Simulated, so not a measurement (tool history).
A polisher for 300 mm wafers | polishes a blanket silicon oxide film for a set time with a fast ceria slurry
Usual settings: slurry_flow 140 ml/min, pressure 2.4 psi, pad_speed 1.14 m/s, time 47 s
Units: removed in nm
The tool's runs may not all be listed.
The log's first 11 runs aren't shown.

| run | day | slurry_flow | pressure | pad_speed | time | incoming thickness of the incoming film, nm | removed |
|---|---|---|---|---|---|---|---|
| 12 | 37.700 | 105 | 2.4 | 1.14 | 47 | 2700.3 | 548.9 |
|  | 40.517 | worn pad replaced by a new one |
| 13 | 40.538 | 140 | 2.4 | 1.14 | 47 | 2710.2 | 576.4 |
|  | 52.138 | head pressure recalibrated |
| 14 | 53.338 | 140 | 2.4 | 1.14 | 47 | 2723.9 | 564.2 |
|  | 54.350 | slurry nozzle cleaned |
| 15 | 55.908 | 140 | 2.4 | 1.14 | 47 | 2742.7 | 586.0 |
| 16 | 58.129 | 140 | 2.4 | 1.14 | 47 | 2747.2 | 594.8 |
|  | 60.742 | worn pad replaced by a new one |
| 17 | 60.762 | 140 | 2.4 | 1.14 | 47 | 2745.7 | 584.2 |
| 18 | 64.658 | 125 | 1.7 | 0.92 | 60 | 2741.6 | 409.2 |
| 19 | 66.433 | 140 | 2.4 | 1.14 | 47 | 2800.5 | 580.6 |
| 20 | 68.071 | 120 | 2.7 | 1.14 | 47 | 2770.3 | 633.6 |
| 21 | 72.492 | 110 | 2.4 | 1.28 | 47 | 2710.2 | 614.7 |
| 22 | 75.321 | 90 | 1.9 | 1.14 | 47 | 2793.2 | 410.8 |
| 23 | 79.608 | 140 | 2.4 | 0.92 | 47 | 2769.1 | 462.0 |
| 24 | 81.225 | 100 | 2.0 | 1.14 | 40 | 2750.4 | 370.2 |
|  | 83.492 | worn pad replaced by a new one, of another model than before |
| 25 | 84.371 | 175 | 2.4 | 1.42 | 47 | 2777.0 | 675.5 |
| 26 | 87.592 | 120 | 3.1 | 1.14 | 47 | 2727.7 | 680.8 |
|  | 91.125 | slurry nozzle cleaned |
| 27 | 91.875 | 140 | 2.4 | 1.14 | 47 | 2772.6 | 598.8 |
| 28 | 93.662 | 90 | 2.9 | 1.26 | 59 | 2758.6 | 846.7 |
| 29 | 97.938 | 140 | 2.4 | 1.14 | 47 | 2705.9 | 590.3 |
| 30 | 100.262 | 120 | 2.9 | 1.14 | 57 | 2754.0 | 798.1 |
| 31 | 102.154 | 140 | 2.9 | 1.14 | 37 | 2777.3 | 524.9 |
|  | 103.733 | worn pad replaced by a new one |
| 32 | 105.617 | 140 | 2.7 | 0.92 | 47 | 2742.9 | 572.1 |
| 33 | 109.508 | 140 | 2.4 | 0.76 | 60 | 2773.5 | 631.3 |
|  | 110.300 | head pressure recalibrated |
| 34 | 113.825 | 140 | 1.8 | 1.42 | 36 | 2769.8 | 420.6 |
| 35 | 117.733 | 140 | 3.2 | 1.14 | 41 | 2695.5 | 602.3 |

3 ways to go on from here, each from the tool as it stands after run 35. What would each give?
| A | 117.750 | 140 | 3.1 | 1.14 | 47 | 2724.7 | ? |
| B | 117.750 | 175 | 1.9 | 1.46 | 47 | 2724.7 | ? |
| C | 117.750 | 110 | 2.1 | 1.14 | 47 | 2724.7 | ? |

| run | removed |
|---|---|
| A | 677.8 |
| B | 593.8 |
| C | 519.1 |
Without the tool's hidden state the same runs would have given:
| run | removed |
|---|---|
| A | 694.7 |
| B | 606.9 |
| C | 533.7 |

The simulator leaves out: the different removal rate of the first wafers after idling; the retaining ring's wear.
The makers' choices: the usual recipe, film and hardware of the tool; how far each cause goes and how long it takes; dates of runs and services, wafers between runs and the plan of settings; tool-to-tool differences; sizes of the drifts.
